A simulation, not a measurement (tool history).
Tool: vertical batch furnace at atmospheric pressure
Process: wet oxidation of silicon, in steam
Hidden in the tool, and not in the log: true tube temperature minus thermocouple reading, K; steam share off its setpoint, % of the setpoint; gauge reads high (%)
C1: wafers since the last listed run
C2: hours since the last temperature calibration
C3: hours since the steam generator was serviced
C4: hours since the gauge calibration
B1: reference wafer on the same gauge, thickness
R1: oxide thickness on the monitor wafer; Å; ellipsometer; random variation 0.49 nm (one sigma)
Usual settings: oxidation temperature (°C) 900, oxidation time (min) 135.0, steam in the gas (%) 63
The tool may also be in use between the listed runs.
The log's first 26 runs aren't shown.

Run 27, day 76.575: usual settings; C1 461; C2 793.2; C3 632.7; C4 842.3; B1 229.84. Result: R1 2113.1 Å.
Run 28, day 79.504: usual settings but oxidation temperature (°C) 910; C1 432; C2 863.5; C3 703.0; C4 912.6; B1 229.94. Result: R1 2382.3 Å.
Run 29, day 83.338: usual settings; C1 566; C2 955.5; C3 795.0; C4 1004.6; B1 230.05. Result: R1 2104.7 Å.
Run 30, day 86.271: usual settings but oxidation temperature (°C) 879, oxidation time (min) 85.0, steam in the gas (%) 69; C1 433; C2 1025.9; C3 865.4; C4 1075.0; B1 229.95. Result: R1 1132.0 Å.
Run 31, day 88.508: usual settings but steam in the gas (%) 74; C1 330; C2 1079.6; C3 919.1; C4 1128.7; B1 230.09. Result: R1 2412.5 Å.
Run 32, day 91.267: usual settings but oxidation temperature (°C) 925, oxidation time (min) 167.5, steam in the gas (%) 74; C1 407; C2 1145.8; C3 985.3; C4 1194.9; B1 229.95. Result: R1 3727.8 Å.
Run 33, day 94.608: usual settings but oxidation temperature (°C) 881, oxidation time (min) 167.0; C1 493; C2 1226.0; C3 1065.5; C4 1275.1; B1 229.90. Result: R1 1964.9 Å.
Run 34, day 96.933: usual settings but oxidation temperature (°C) 879; C1 343; C2 1281.8; C3 1121.3; C4 1330.9; B1 230.02. Result: R1 1575.7 Å.
Run 35, day 98.433: usual settings but oxidation temperature (°C) 891, oxidation time (min) 187.5; C1 221; C2 1317.8; C3 1157.3; C4 1366.9; B1 229.96. Result: R1 2474.5 Å.
Run 36, day 100.450: usual settings but oxidation time (min) 188.5; C1 298; C2 1366.2; C3 1205.7; C4 1415.3; B1 230.14. Result: R1 2783.5 Å.
At day 102.658: steam generator serviced.
Run 37, day 104.650: usual settings but oxidation time (min) 100.0, steam in the gas (%) 57; C1 473; C2 1467.0; C3 47.8; C4 1516.1; B1 230.10. Result: R1 1511.6 Å.
Run 38, day 107.000: usual settings but steam in the gas (%) 54; C1 347; C2 1523.4; C3 104.2; C4 1572.5; B1 229.90. Result: R1 1866.7 Å.

Forecast each of these 4 alternatives for the next run:
Run A, day 107.254: usual settings; C1 37; C2 1529.5; C3 110.3; C4 1578.6; B1 ?. Result: R1 ?.
Run B, day 107.254: usual settings but oxidation temperature (°C) 888, steam in the gas (%) 71; C1 37; C2 1529.5; C3 110.3; C4 1578.6; B1 ?. Result: R1 ?.
Run C, day 107.254: usual settings but oxidation time (min) 162.0; C1 37; C2 1529.5; C3 110.3; C4 1578.6; B1 ?. Result: R1 ?.
Run D, day 107.254: usual settings but oxidation time (min) 79.0; C1 37; C2 1529.5; C3 110.3; C4 1578.6; B1 ?. Result: R1 ?.

run      B1      R1
  A  230.05  2128.4
  B  230.05  2006.3
  C  230.05  2479.0
  D  230.05  1343.7
Without the tool's hidden state the same runs would have given:
run      R1
  A  2099.5
  B  1977.3
  C  2446.3
  D  1324.2
